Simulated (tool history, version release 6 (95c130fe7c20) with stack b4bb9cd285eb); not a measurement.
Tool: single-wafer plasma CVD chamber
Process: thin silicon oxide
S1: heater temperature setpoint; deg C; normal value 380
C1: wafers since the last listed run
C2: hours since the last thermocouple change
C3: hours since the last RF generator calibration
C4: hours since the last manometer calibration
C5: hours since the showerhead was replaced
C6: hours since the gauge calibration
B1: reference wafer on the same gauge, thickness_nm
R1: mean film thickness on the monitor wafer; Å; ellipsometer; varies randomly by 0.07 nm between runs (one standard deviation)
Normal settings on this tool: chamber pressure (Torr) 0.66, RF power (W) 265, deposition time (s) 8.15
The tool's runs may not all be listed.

run 1 hour=0 | S1=392 chamber_pressure_(Torr)=0.66 RF_power_(W)=265 deposition_time_(s)=8.56 | C1=0 C2=1936 C3=1550.3 C4=1084.4 C5=3501.4 C6=367 | B1=14.917 | R1=128.91
run 2 hour=77.4 | S1=380 chamber_pressure_(Torr)=0.577 RF_power_(W)=255 deposition_time_(s)=8.15 | C1=1210 C2=2013.4 C3=1627.7 C4=1161.8 C5=3578.8 C6=444.4 | B1=14.909 | R1=111.77
run 3 hour=109.9 | S1=380 chamber_pressure_(Torr)=0.577 RF_power_(W)=255 deposition_time_(s)=8.15 | C1=508 C2=2045.9 C3=1660.2 C4=1194.3 C5=3611.3 C6=476.9 | B1=14.902 | R1=111.71
run 4 hour=145.4 | S1=380 chamber_pressure_(Torr)=0.66 RF_power_(W)=255 deposition_time_(s)=8.15 | C1=555 C2=2081.4 C3=1695.7 C4=1229.8 C5=3646.8 C6=512.4 | B1=14.897 | R1=121.82
run 5 hour=165.1 | S1=380 chamber_pressure_(Torr)=0.66 RF_power_(W)=255 deposition_time_(s)=8.15 | C1=308 C2=2101.1 C3=1715.4 C4=1249.5 C5=3666.5 C6=532.1 | B1=14.898 | R1=119.91
run 6 hour=192.6 | S1=380 chamber_pressure_(Torr)=0.66 RF_power_(W)=265 deposition_time_(s)=8.15 | C1=429 C2=2128.6 C3=1742.9 C4=1277 C5=3694 C6=559.6 | B1=14.902 | R1=122.74
run 7 hour=212.3 | S1=380 chamber_pressure_(Torr)=0.66 RF_power_(W)=265 deposition_time_(s)=8.15 | C1=308 C2=2148.3 C3=1762.6 C4=1296.7 C5=3713.7 C6=579.3 | B1=14.887 | R1=122.99
run 8 hour=241.4 | S1=380 chamber_pressure_(Torr)=0.66 RF_power_(W)=265 deposition_time_(s)=8.15 | C1=455 C2=2177.4 C3=1791.7 C4=1325.8 C5=3742.8 C6=608.4 | B1=14.909 | R1=121.71
run 9 hour=267.9 | S1=380 chamber_pressure_(Torr)=0.66 RF_power_(W)=265 deposition_time_(s)=8.15 | C1=414 C2=2203.9 C3=1818.2 C4=1352.3 C5=3769.3 C6=634.9 | B1=14.907 | R1=121.27
run 10 hour=295.3 | S1=380 chamber_pressure_(Torr)=0.66 RF_power_(W)=265 deposition_time_(s)=8.15 | C1=428 C2=2231.3 C3=1845.6 C4=1379.7 C5=3796.7 C6=662.3 | B1=14.885 | R1=121.89
-- hour=314.2 RF generator calibrated
run 11 hour=323.4 | S1=380 chamber_pressure_(Torr)=0.66 RF_power_(W)=265 deposition_time_(s)=8.15 | C1=314 C2=2259.4 C3=9.2 C4=1407.8 C5=3824.8 C6=690.4 | B1=14.905 | R1=120.97
run 12 hour=348.3 | S1=380 chamber_pressure_(Torr)=0.694 RF_power_(W)=265 deposition_time_(s)=8.15 | C1=389 C2=2284.3 C3=34.1 C4=1432.7 C5=3849.7 C6=715.3 | B1=14.923 | R1=125.03
run 13 hour=378 | S1=380 chamber_pressure_(Torr)=0.66 RF_power_(W)=265 deposition_time_(s)=8.15 | C1=464 C2=2314 C3=63.8 C4=1462.4 C5=3879.4 C6=745 | B1=14.899 | R1=120.8
-- hour=410.9 capacitance manometer re-zeroed and calibrated
run 14 hour=411.4 | S1=380 chamber_pressure_(Torr)=0.66 RF_power_(W)=265 deposition_time_(s)=8.15 | C1=397 C2=2347.4 C3=97.2 C4=0.5 C5=3912.8 C6=778.4 | B1=14.916 | R1=130.64
-- hour=439.5 gauge calibrated
run 15 hour=444.9 | S1=380 chamber_pressure_(Torr)=0.66 RF_power_(W)=265 deposition_time_(s)=8.15 | C1=523 C2=2380.9 C3=130.7 C4=34 C5=3946.3 C6=5.4 | B1=14.91 | R1=129.57
-- hour=462.6 showerhead replaced
run 16 hour=463.7 | S1=380 chamber_pressure_(Torr)=0.809 RF_power_(W)=265 deposition_time_(s)=8.15 | C1=168 C2=2399.7 C3=149.5 C4=52.8 C5=1.1 C6=24.2 | B1=14.915 | R1=146.39
run 17 hour=498.4 | S1=380 chamber_pressure_(Torr)=0.589 RF_power_(W)=265 deposition_time_(s)=8.15 | C1=542 C2=2434.4 C3=184.2 C4=87.5 C5=35.8 C6=58.9 | B1=14.867 | R1=119.85
run 18 hour=510.7 | S1=384 chamber_pressure_(Torr)=0.726 RF_power_(W)=265 deposition_time_(s)=9.03 | C1=192 C2=2446.7 C3=196.5 C4=99.8 C5=48.1 C6=71.2 | B1=14.893 | R1=151.15
-- hour=542.2 thermocouple changed; heater temperature recalibrated
run 19 hour=593.6 | S1=380 chamber_pressure_(Torr)=0.795 RF_power_(W)=265 deposition_time_(s)=8.73 | C1=1171 C2=51.4 C3=279.4 C4=182.7 C5=131 C6=154.1 | B1=14.904 | R1=157.08
run 20 hour=616.5 | S1=380 chamber_pressure_(Torr)=0.66 RF_power_(W)=240 deposition_time_(s)=8.15 | C1=358 C2=74.3 C3=302.3 C4=205.6 C5=153.9 C6=177 | B1=14.898 | R1=124.64
run 21 hour=637.6 | S1=389 chamber_pressure_(Torr)=0.704 RF_power_(W)=265 deposition_time_(s)=7.41 | C1=329 C2=95.4 C3=323.4 C4=226.7 C5=175 C6=198.1 | B1=14.919 | R1=120.92
run 22 hour=668.9 | S1=380 chamber_pressure_(Torr)=0.71 RF_power_(W)=240 deposition_time_(s)=7.6 | C1=489 C2=126.7 C3=354.7 C4=258 C5=206.3 C6=229.4 | B1=14.904 | R1=121.33
run 23 hour=702.7 | S1=368 chamber_pressure_(Torr)=0.728 RF_power_(W)=265 deposition_time_(s)=9.66 | C1=528 C2=160.5 C3=388.5 C4=291.8 C5=240.1 C6=263.2 | B1=14.89 | R1=163.3
run 24 hour=719.5 | S1=389 chamber_pressure_(Torr)=0.66 RF_power_(W)=230 deposition_time_(s)=8.15 | C1=262 C2=177.3 C3=405.3 C4=308.6 C5=256.9 C6=280 | B1=14.886 | R1=120.6
run 25 hour=754.7 | S1=380 chamber_pressure_(Torr)=0.66 RF_power_(W)=265 deposition_time_(s)=8.15 | C1=550 C2=212.5 C3=440.5 C4=343.8 C5=292.1 C6=315.2 | B1=14.897 | R1=127.84
run 26 hour=779.7 | S1=388 chamber_pressure_(Torr)=0.506 RF_power_(W)=265 deposition_time_(s)=8.15 | C1=390 C2=237.5 C3=465.5 C4=368.8 C5=317.1 C6=340.2 | B1=14.917 | R1=108.73
run 27 hour=792.5 | S1=373 chamber_pressure_(Torr)=0.584 RF_power_(W)=220 deposition_time_(s)=7.12 | C1=200 C2=250.3 C3=478.3 C4=381.6 C5=329.9 C6=353 | B1=14.894 | R1=97.08
run 28 hour=818 | S1=380 chamber_pressure_(Torr)=0.66 RF_power_(W)=265 deposition_time_(s)=8.15 | C1=398 C2=275.8 C3=503.8 C4=407.1 C5=355.4 C6=378.5 | B1=14.899 | R1=129.06
run 29 hour=843.7 | S1=365 chamber_pressure_(Torr)=0.525 RF_power_(W)=215 deposition_time_(s)=9.72 | C1=401 C2=301.5 C3=529.5 C4=432.8 C5=381.1 C6=404.2 | B1=14.9 | R1=122.94
run 30 hour=860.9 | S1=380 chamber_pressure_(Torr)=0.742 RF_power_(W)=285 deposition_time_(s)=7.02 | C1=268 C2=318.7 C3=546.7 C4=450 C5=398.3 C6=421.4 | B1=14.874 | R1=123.14

What if the next run were any one of these 3? Each begins from the tool's condition after run 30:
run A hour=861.3 | S1=380 chamber_pressure_(Torr)=0.778 RF_power_(W)=265 deposition_time_(s)=8.15 | C1=6 C2=319.1 C3=547.1 C4=450.4 C5=398.7 C6=421.8 | B1=? | R1=?
run B hour=861.3 | S1=380 chamber_pressure_(Torr)=0.66 RF_power_(W)=310 deposition_time_(s)=8.15 | C1=6 C2=319.1 C3=547.1 C4=450.4 C5=398.7 C6=421.8 | B1=? | R1=?
run C hour=861.3 | S1=380 chamber_pressure_(Torr)=0.773 RF_power_(W)=265 deposition_time_(s)=8.57 | C1=6 C2=319.1 C3=547.1 C4=450.4 C5=398.7 C6=421.8 | B1=? | R1=?

run=A B1=14.915 R1=141.07
run=B B1=14.915 R1=135.22
run=C B1=14.915 R1=147.7
Without the tool's unlogged condition, the same runs would have read:
run=A R1=141.52
run=B R1=135.68
run=C R1=148.17

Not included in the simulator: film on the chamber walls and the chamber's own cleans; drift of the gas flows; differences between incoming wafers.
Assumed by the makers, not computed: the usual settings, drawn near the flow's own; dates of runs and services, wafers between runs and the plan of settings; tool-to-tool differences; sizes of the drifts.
